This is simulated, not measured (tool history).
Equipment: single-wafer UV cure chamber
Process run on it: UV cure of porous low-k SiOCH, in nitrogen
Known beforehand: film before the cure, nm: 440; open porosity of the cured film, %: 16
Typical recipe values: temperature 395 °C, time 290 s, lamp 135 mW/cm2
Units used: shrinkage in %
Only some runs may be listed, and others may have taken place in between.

run,day,temperature,time,lamp,shrinkage
1,0.000,395,290,135,13.232
2,1.379,395,290,135,13.051
# day 2.517: quartz window cleaned
3,4.538,395,290,135,13.393
4,5.425,395,290,135,13.207
5,6.325,395,290,135,13.128
6,7.567,395,290,135,13.107
7,8.975,395,290,135,12.901
8,9.867,395,290,135,13.106
# day 10.412: UV bulbs replaced
9,10.742,395,290,135,13.204
10,11.783,401,425,174,16.388

What does the tool deliver on the next run?
# day 12.762: quartz window cleaned
11,13.258,404,140,174,?

{"run 11": {"shrinkage": 11.482}}
Had the tool carried no hidden state, the very same run would have given shrinkage 11.619 %.
